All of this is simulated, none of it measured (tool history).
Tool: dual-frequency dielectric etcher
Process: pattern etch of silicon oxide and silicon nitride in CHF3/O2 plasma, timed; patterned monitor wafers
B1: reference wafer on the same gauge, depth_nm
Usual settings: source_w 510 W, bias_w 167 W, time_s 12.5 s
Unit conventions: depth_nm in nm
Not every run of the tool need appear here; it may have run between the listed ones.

{"run": 1, "hour": 0.0, "source_w": 510, "bias_w": 167, "time_s": 12.5, "B1": 17.5, "depth_nm": 16.66}
{"hour": 124.0, "done": "wet clean of the chamber"}
{"run": 2, "hour": 203.6, "source_w": 510, "bias_w": 167, "time_s": 12.5, "B1": 17.51, "depth_nm": 16.7}
{"run": 3, "hour": 240.5, "source_w": 510, "bias_w": 167, "time_s": 12.5, "B1": 17.51, "depth_nm": 16.74}
{"run": 4, "hour": 293.5, "source_w": 510, "bias_w": 167, "time_s": 12.5, "B1": 17.5, "depth_nm": 16.6}
{"run": 5, "hour": 322.5, "source_w": 510, "bias_w": 167, "time_s": 12.5, "B1": 17.49, "depth_nm": 16.67}
{"hour": 486.4, "done": "upper electrode replaced, of another model than before"}
{"run": 6, "hour": 487.6, "source_w": 510, "bias_w": 167, "time_s": 12.5, "B1": 17.51, "depth_nm": 16.5}
{"hour": 607.2, "done": "wet clean of the chamber"}
{"run": 7, "hour": 683.1, "source_w": 510, "bias_w": 167, "time_s": 12.5, "B1": 17.5, "depth_nm": 16.51}
{"hour": 697.4, "done": "source power generator calibrated"}
{"run": 8, "hour": 707.4, "source_w": 510, "bias_w": 167, "time_s": 12.5, "B1": 17.49, "depth_nm": 17.08}
{"run": 9, "hour": 761.6, "source_w": 510, "bias_w": 167, "time_s": 12.5, "B1": 17.5, "depth_nm": 16.95}
{"run": 10, "hour": 800.8, "source_w": 510, "bias_w": 167, "time_s": 12.5, "B1": 17.5, "depth_nm": 17.05}
{"hour": 824.7, "done": "gauge calibrated"}
{"run": 11, "hour": 833.9, "source_w": 510, "bias_w": 167, "time_s": 12.5, "B1": 17.5, "depth_nm": 16.93}
{"run": 12, "hour": 882.6, "source_w": 510, "bias_w": 167, "time_s": 12.5, "B1": 17.5, "depth_nm": 16.96}
{"run": 13, "hour": 926.3, "source_w": 400, "bias_w": 167, "time_s": 12.5, "B1": 17.5, "depth_nm": 13.5}
{"run": 14, "hour": 980.8, "source_w": 510, "bias_w": 167, "time_s": 12.5, "B1": 17.5, "depth_nm": 16.87}
{"run": 15, "hour": 1036.3, "source_w": 510, "bias_w": 167, "time_s": 12.5, "B1": 17.5, "depth_nm": 16.82}
{"hour": 1055.5, "done": "bias power generator calibrated"}
{"run": 16, "hour": 1092.6, "source_w": 510, "bias_w": 167, "time_s": 12.5, "B1": 17.51, "depth_nm": 16.9}
{"hour": 1171.2, "done": "wet clean of the chamber"}
{"run": 17, "hour": 1171.7, "source_w": 510, "bias_w": 167, "time_s": 12.5, "B1": 17.5, "depth_nm": 16.82}
{"run": 18, "hour": 1207.9, "source_w": 580, "bias_w": 156, "time_s": 11.0, "B1": 17.5, "depth_nm": 16.18}
{"run": 19, "hour": 1254.2, "source_w": 510, "bias_w": 151, "time_s": 12.5, "B1": 17.51, "depth_nm": 16.51}
{"run": 20, "hour": 1299.5, "source_w": 510, "bias_w": 167, "time_s": 12.5, "B1": 17.5, "depth_nm": 16.82}
{"run": 21, "hour": 1331.3, "source_w": 540, "bias_w": 155, "time_s": 9.5, "B1": 17.49, "depth_nm": 13.22}
{"run": 22, "hour": 1396.0, "source_w": 510, "bias_w": 141, "time_s": 12.5, "B1": 17.51, "depth_nm": 16.3}
{"run": 23, "hour": 1433.8, "source_w": 430, "bias_w": 167, "time_s": 14.5, "B1": 17.49, "depth_nm": 16.75}
{"run": 24, "hour": 1458.4, "source_w": 610, "bias_w": 141, "time_s": 14.0, "B1": 17.5, "depth_nm": 20.84}

What the log doesn't show, run by run:
etch rate over this chamber's usual, %: 0 in every run
bias power that arrives over what is set, %: 0 in every run
gauge reads high (%): 0 in every run
H1: source power that arrives over what is set, %
run=1 H1=-3.83
run=2 H1=-3.88
run=3 H1=-3.89
run=4 H1=-3.9
run=5 H1=-3.91
run=6 H1=-3.94
run=7 H1=-3.97
run=8 H1=-0.261
run=9 H1=-0.46
run=10 H1=-0.598
run=11 H1=-0.711
run=12 H1=-0.871
run=13 H1=-1.01
run=14 H1=-1.17
run=15 H1=-1.33
run=16 H1=-1.49
run=17 H1=-1.69
run=18 H1=-1.78
run=19 H1=-1.88
run=20 H1=-1.98
run=21 H1=-2.05
run=22 H1=-2.19
run=23 H1=-2.26
run=24 H1=-2.31

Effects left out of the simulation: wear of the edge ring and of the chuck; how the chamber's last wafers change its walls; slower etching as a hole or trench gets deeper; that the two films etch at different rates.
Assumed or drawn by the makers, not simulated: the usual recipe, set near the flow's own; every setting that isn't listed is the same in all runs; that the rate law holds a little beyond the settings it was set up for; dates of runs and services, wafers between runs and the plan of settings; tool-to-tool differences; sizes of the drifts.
